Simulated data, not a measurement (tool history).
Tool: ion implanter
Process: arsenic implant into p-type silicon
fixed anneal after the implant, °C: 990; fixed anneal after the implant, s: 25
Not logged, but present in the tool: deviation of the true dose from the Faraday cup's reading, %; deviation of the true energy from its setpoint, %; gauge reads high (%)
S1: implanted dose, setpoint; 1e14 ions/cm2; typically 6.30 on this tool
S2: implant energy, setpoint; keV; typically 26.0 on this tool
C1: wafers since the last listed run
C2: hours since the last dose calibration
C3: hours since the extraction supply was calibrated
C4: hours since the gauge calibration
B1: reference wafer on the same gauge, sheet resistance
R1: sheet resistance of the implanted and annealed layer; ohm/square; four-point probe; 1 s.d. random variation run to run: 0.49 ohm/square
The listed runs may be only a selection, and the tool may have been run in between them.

run	hour	S1	S2	C1	C2	C3	C4	B1	R1
1	0.0	6.30	26.0	0	485.2	1423.4	1074.2	133.01	161.73
2	72.7	6.30	26.0	1119	557.9	1496.1	1146.9	132.92	160.65
3	142.9	6.30	26.0	1080	628.1	1566.3	1217.1	133.07	161.22
4	190.1	6.30	26.0	726	675.3	1613.5	1264.3	133.02	161.22
5	248.3	6.30	26.0	895	733.5	1671.7	1322.5	133.06	161.60
6	277.3	6.30	26.0	446	762.5	1700.7	1351.5	132.91	161.24
7	339.1	6.30	26.0	951	824.3	1762.5	1413.3	132.98	160.85
8	390.2	6.30	26.0	786	875.4	1813.6	1464.4	133.03	160.52
9	447.0	5.20	26.0	874	932.2	1870.4	1521.2	132.98	185.03
10	505.5	5.20	26.0	900	990.7	1928.9	1579.7	133.00	185.14
# hour 532.3: gauge calibrated
11	538.5	6.30	19.0	508	1023.7	1961.9	6.2	133.04	170.96
12	622.0	6.30	19.0	1285	1107.2	2045.4	89.7	133.05	170.56
13	672.3	6.30	19.0	774	1157.5	2095.7	140.0	132.90	170.69
14	739.1	6.30	22.5	1028	1224.3	2162.5	206.8	132.89	165.99
15	808.3	6.30	22.5	1065	1293.5	2231.7	276.0	133.06	165.14
16	867.6	6.30	22.5	912	1352.8	2291.0	335.3	132.92	164.39
# hour 916.4: Faraday cup replaced and dose calibrated
17	916.9	7.43	32.0	635	0.5	2340.3	384.6	132.94	139.67
18	948.5	6.30	18.0	486	32.1	2371.9	416.2	133.01	174.39
19	985.4	7.43	32.0	568	69.0	2408.8	453.1	133.01	139.68
20	1014.2	5.40	34.5	443	97.8	2437.6	481.9	133.10	174.90
21	1055.0	4.90	22.0	628	138.6	2478.4	522.7	133.02	200.32
22	1081.5	7.90	26.0	407	165.1	2504.9	549.2	132.95	139.80
23	1129.2	7.22	33.5	734	212.8	2552.6	596.9	133.06	140.39
24	1153.7	6.97	26.0	377	237.3	2577.1	621.4	133.00	152.07
25	1218.0	4.65	18.5	989	301.6	2641.4	685.7	132.94	212.12
# hour 1266.1: extraction supply calibrated
26	1282.1	5.12	26.0	863	365.7	16.0	749.8	132.88	188.48
27	1344.8	6.30	26.0	965	428.4	78.7	812.5	133.10	162.31
28	1408.2	7.98	22.0	976	491.8	142.1	875.9	133.03	142.67
29	1460.2	6.30	26.0	800	543.8	194.1	927.9	133.02	161.98
30	1527.2	6.30	26.0	1031	610.8	261.1	994.9	132.95	160.92
31	1560.7	6.79	18.0	515	644.3	294.6	1028.4	132.92	164.38
32	1606.4	7.27	32.0	703	690.0	340.3	1074.1	132.97	140.03

Some steps in R1 between neighbouring runs. How much of each would the tool show without its hidden state too (settings, what came in, random variation), and how much is left for the hidden state, with any gauge scatter that isn't in both results?
Run 16 -> 17: S1 6.30 -> 7.43, S2 22.5 -> 32.0, Faraday cup replaced and dose calibrated. R1 -24.72 ohm/square: hidden state +3.17, all else -27.89.
Run 19 -> 20: S1 7.43 -> 5.40, S2 32.0 -> 34.5. R1 +35.22 ohm/square: hidden state -0.32, all else +35.54.
Run 21 -> 22: S1 4.90 -> 7.90, S2 22.0 -> 26.0. R1 -60.52 ohm/square: hidden state +0.29, all else -60.81.
Run 24 -> 25: S1 6.97 -> 4.65, S2 26.0 -> 18.5. R1 +60.05 ohm/square: hidden state -0.88, all else +60.93.
Run 28 -> 29: S1 7.98 -> 6.30, S2 22.0 -> 26.0. R1 +19.31 ohm/square: hidden state -0.64, all else +19.95.
